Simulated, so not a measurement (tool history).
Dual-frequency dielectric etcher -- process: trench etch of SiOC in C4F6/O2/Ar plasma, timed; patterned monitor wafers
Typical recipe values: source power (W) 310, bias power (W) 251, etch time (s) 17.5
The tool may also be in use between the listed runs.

run     day  source power (W)  bias power (W)  etch time (s)  wafers since the last listed run  hours since the last wet clean  hours since the last source power generator calibration  hours since the last bias power generator calibration  hours since the last upper electrode change  hours since the gauge calibration  read-back reference wafer on the same gauge, depth_nm  mean etch depth across the wafer (nm)
  1   0.000               310             251           17.5                                 0                           217.8                                                   2047.2                                                 2268.0                                       4659.7                             1466.3                                                  42.97                                  38.00
  2   2.696               310             251           17.5                               931                           282.5                                                   2111.9                                                 2332.7                                       4724.4                             1531.0                                                  42.92                                  37.94
  3   6.654               310             251           17.5                              1367                           377.5                                                   2206.9                                                 2427.7                                       4819.4                             1626.0                                                  42.99                                  38.14
  4   8.238               310             251           17.5                               546                           415.5                                                   2244.9                                                 2465.7                                       4857.4                             1664.0                                                  42.90                                  37.90
  5  10.371               310             251           17.5                               736                           466.7                                                   2296.1                                                 2516.9                                       4908.6                             1715.2                                                  42.85                                  38.08
  6  13.258               370             229           17.5                               997                           536.0                                                   2365.4                                                 2586.2                                       4977.9                             1784.5                                                  42.87                                  40.07
     13.829  -- source power generator calibrated
     15.692  -- wet clean of the chamber
  7  15.783               370             229           17.5                               469                             2.2                                                     46.9                                                 2646.8                                       5038.5                             1845.1                                                  42.95                                  40.53
  8  19.046               370             229           17.5                              1126                            80.5                                                    125.2                                                 2725.1                                       5116.8                             1923.4                                                  42.91                                  40.15
  9  22.854               310             238           15.5                              1315                           171.9                                                    216.6                                                 2816.5                                       5208.2                             2014.8                                                  42.97                                  32.98
 10  26.012               310             251           17.5                              1090                           247.7                                                    292.4                                                 2892.3                                       5284.0                             2090.6                                                  42.87                                  38.23
 11  28.825               240             251           21.0                               971                           315.2                                                    359.9                                                 2959.8                                       5351.5                             2158.1                                                  42.88                                  39.65
 12  30.629               310             251           17.5                               623                           358.5                                                    403.2                                                 3003.1                                       5394.8                             2201.4                                                  42.85                                  38.10
 13  33.558               260             251           22.0                              1011                           428.8                                                    473.5                                                 3073.4                                       5465.1                             2271.7                                                  42.91                                  43.47
 14  35.642               310             201           17.5                               719                           478.8                                                    523.5                                                 3123.4                                       5515.1                             2321.7                                                  42.88                                  34.91
     39.575  -- upper electrode replaced
 15  39.596               370             251           19.5                              1020                           573.7                                                    618.4                                                 3218.3                                          0.5                             2416.6                                                  42.87                                  46.44
     41.258  -- bias power generator calibrated
     41.675  -- wet clean of the chamber
 16  43.108               270             223           12.5                              1011                            34.4                                                    702.7                                                   44.4                                         84.8                             2500.9                                                  42.87                                  24.07
 17  44.896               310             251           17.5                               617                            77.3                                                    745.6                                                   87.3                                        127.7                             2543.8                                                  42.93                                  38.27
 18  47.017               310             251           13.5                               732                           128.2                                                    796.5                                                  138.2                                        178.6                             2594.7                                                  42.91                                  29.35
     47.925  -- gauge calibrated
 19  48.921               310             251           17.5                               657                           173.9                                                    842.2                                                  183.9                                        224.3                               23.9                                                  42.93                                  38.16
 20  51.967               310             251           17.5                              1052                           247.0                                                    915.3                                                  257.0                                        297.4                               97.0                                                  42.92                                  38.02
 21  55.333               310             251           17.5                              1162                           327.8                                                    996.1                                                  337.8                                        378.2                              177.8                                                  42.93                                  38.09
 22  59.088               340             198           21.0                              1296                           417.9                                                   1086.2                                                  427.9                                        468.3                              267.9                                                  42.90                                  43.49
 23  61.096               270             251           17.5                               693                           466.1                                                   1134.4                                                  476.1                                        516.5                              316.1                                                  42.92                                  35.32
 24  65.058               310             208           17.5                              1368                           561.2                                                   1229.5                                                  571.2                                        611.6                              411.2                                                  42.84                                  35.33
 25  67.067               310             251           17.5                               693                           609.4                                                   1277.7                                                  619.4                                        659.8                              459.4                                                  42.89                                  38.26
     69.233  -- wet clean of the chamber
 26  69.254               380             302           21.5                               410                             0.5                                                   1330.2                                                  671.9                                        712.3                              511.9                                                  42.85                                  55.72
 27  71.662               310             287           17.5                               831                            58.3                                                   1388.0                                                  729.7                                        770.1                              569.7                                                  42.91                                  40.25
 28  73.500               310             299           17.5                               634                           102.4                                                   1432.1                                                  773.8                                        814.2                              613.8                                                  42.93                                  41.09
 29  76.146               310             251           19.0                               913                           165.9                                                   1495.6                                                  837.3                                        877.7                              677.3                                                  42.92                                  41.35
 30  78.812               270             308           17.5                               921                           229.9                                                   1559.6                                                  901.3                                        941.7                              741.3                                                  42.90                                  38.55
 31  82.267               310             251           17.5                              1193                           312.8                                                   1642.5                                                  984.2                                       1024.6                              824.2                                                  42.85                                  38.08

Each row is a separate what-if for the run after 31, all from the same tool condition, not one after another. Results?
  A  82.283               310             251           17.5                                 5                           313.2                                                   1642.9                                                  984.6                                       1025.0                              824.6                                                      ?                                      ?
  B  82.283               350             232           14.0                                 5                           313.2                                                   1642.9                                                  984.6                                       1025.0                              824.6                                                      ?                                      ?
  C  82.283               380             251           17.5                                 5                           313.2                                                   1642.9                                                  984.6                                       1025.0                              824.6                                                      ?                                      ?

run  read-back reference wafer on the same gauge, depth_nm  mean etch depth across the wafer (nm)
  A                                                  42.87                                  38.11
  B                                                  42.87                                  31.45
  C                                                  42.87                                  42.30
The same runs, with their run-to-run variation unchanged, on a tool lacking any hidden condition would have given:
run  mean etch depth across the wafer (nm)
  A                                  38.11
  B                                  31.45
  C                                  42.30
